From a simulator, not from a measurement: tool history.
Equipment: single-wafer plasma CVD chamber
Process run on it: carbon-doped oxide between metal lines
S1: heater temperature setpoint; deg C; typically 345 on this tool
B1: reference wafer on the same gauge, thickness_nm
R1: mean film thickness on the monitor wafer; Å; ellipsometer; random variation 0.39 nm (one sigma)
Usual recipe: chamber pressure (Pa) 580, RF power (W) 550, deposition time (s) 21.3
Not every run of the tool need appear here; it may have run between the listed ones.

{"run": 1, "hour": 0.0, "S1": 352, "chamber pressure (Pa)": 676, "RF power (W)": 550, "deposition time (s)": 21.3, "B1": 117.055, "R1": 1039.75}
{"hour": 41.2, "done": "RF generator calibrated"}
{"run": 2, "hour": 51.4, "S1": 345, "chamber pressure (Pa)": 580, "RF power (W)": 550, "deposition time (s)": 23.2, "B1": 117.016, "R1": 1180.36}
{"run": 3, "hour": 110.9, "S1": 345, "chamber pressure (Pa)": 580, "RF power (W)": 550, "deposition time (s)": 21.3, "B1": 116.946, "R1": 1078.13}
{"hour": 152.6, "done": "showerhead replaced"}
{"run": 4, "hour": 161.2, "S1": 345, "chamber pressure (Pa)": 580, "RF power (W)": 550, "deposition time (s)": 21.3, "B1": 117.029, "R1": 1081.17}
{"run": 5, "hour": 240.5, "S1": 345, "chamber pressure (Pa)": 580, "RF power (W)": 550, "deposition time (s)": 21.3, "B1": 116.905, "R1": 1075.18}
{"run": 6, "hour": 346.6, "S1": 345, "chamber pressure (Pa)": 643, "RF power (W)": 550, "deposition time (s)": 21.3, "B1": 116.936, "R1": 1076.07}
{"run": 7, "hour": 390.7, "S1": 357, "chamber pressure (Pa)": 580, "RF power (W)": 465, "deposition time (s)": 21.3, "B1": 117.01, "R1": 870.47}
{"run": 8, "hour": 492.2, "S1": 345, "chamber pressure (Pa)": 580, "RF power (W)": 550, "deposition time (s)": 21.3, "B1": 117.042, "R1": 1066.76}
{"run": 9, "hour": 562.5, "S1": 354, "chamber pressure (Pa)": 580, "RF power (W)": 550, "deposition time (s)": 23.8, "B1": 116.945, "R1": 1141.97}
{"hour": 585.0, "done": "gauge calibrated"}
{"run": 10, "hour": 613.7, "S1": 345, "chamber pressure (Pa)": 580, "RF power (W)": 550, "deposition time (s)": 21.3, "B1": 116.92, "R1": 1049.41}
{"run": 11, "hour": 650.7, "S1": 334, "chamber pressure (Pa)": 580, "RF power (W)": 550, "deposition time (s)": 18.7, "B1": 117.022, "R1": 956.98}
{"run": 12, "hour": 693.4, "S1": 345, "chamber pressure (Pa)": 631, "RF power (W)": 550, "deposition time (s)": 21.3, "B1": 116.978, "R1": 1061.37}
{"hour": 716.6, "done": "thermocouple changed; heater temperature recalibrated"}
{"run": 13, "hour": 756.4, "S1": 337, "chamber pressure (Pa)": 580, "RF power (W)": 585, "deposition time (s)": 22.6, "B1": 117.012, "R1": 1227.08}
{"run": 14, "hour": 805.7, "S1": 345, "chamber pressure (Pa)": 580, "RF power (W)": 550, "deposition time (s)": 19.8, "B1": 116.96, "R1": 988.3}
{"run": 15, "hour": 912.2, "S1": 345, "chamber pressure (Pa)": 669, "RF power (W)": 605, "deposition time (s)": 21.3, "B1": 116.99, "R1": 1171.37}
{"hour": 989.9, "done": "capacitance manometer re-zeroed and calibrated"}
{"run": 16, "hour": 1008.3, "S1": 345, "chamber pressure (Pa)": 532, "RF power (W)": 465, "deposition time (s)": 21.3, "B1": 116.985, "R1": 873.59}
{"run": 17, "hour": 1067.7, "S1": 336, "chamber pressure (Pa)": 681, "RF power (W)": 475, "deposition time (s)": 17.4, "B1": 116.975, "R1": 788.4}

The next listed run, before its measurement:
{"run": 18, "hour": 1165.2, "S1": 345, "chamber pressure (Pa)": 580, "RF power (W)": 550, "deposition time (s)": 21.3, "B1": "?", "R1": "?"}

B1: 117.003
R1: 1049.14 Å
Take away the tool's hidden state, keep the run-to-run variation as it was, and the same run would have given R1 1111.57 Å.
